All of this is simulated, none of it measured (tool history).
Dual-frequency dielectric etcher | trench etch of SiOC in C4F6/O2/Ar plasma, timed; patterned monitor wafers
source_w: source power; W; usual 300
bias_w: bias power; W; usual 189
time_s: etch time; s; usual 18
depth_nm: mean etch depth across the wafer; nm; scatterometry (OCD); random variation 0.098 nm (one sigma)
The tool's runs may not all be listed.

run,hour,source_w,bias_w,time_s,"read-back reference wafer on the same gauge, depth_nm",depth_nm
1,0.0,300,189,18,34.01,36.47
# hour 23.3: wet clean of the chamber
2,48.9,300,189,18,34.01,36.48
3,132.1,300,189,18,33.99,36.43
4,201.6,260,189,18,34.01,34.66
5,270.9,300,159,18,33.97,33.51
6,331.3,300,159,18,34.01,33.57
7,370.7,300,159,18,33.98,33.69
8,436.6,300,189,18,34.01,36.71
9,493.7,300,189,18,33.99,36.38
10,573.2,300,211,18,34.00,38.61
# hour 682.6: wet clean of the chamber
11,683.1,300,189,18,33.99,36.47
12,745.4,300,189,18,33.99,36.41

The next listed run, before its measurement:
13,821.2,220,202,14,?,?

Run 13 gave read-back reference wafer on the same gauge, depth_nm 34.00, depth_nm 26.13 nm.
Without the tool's hidden state the same run would have given depth_nm 25.02 nm.

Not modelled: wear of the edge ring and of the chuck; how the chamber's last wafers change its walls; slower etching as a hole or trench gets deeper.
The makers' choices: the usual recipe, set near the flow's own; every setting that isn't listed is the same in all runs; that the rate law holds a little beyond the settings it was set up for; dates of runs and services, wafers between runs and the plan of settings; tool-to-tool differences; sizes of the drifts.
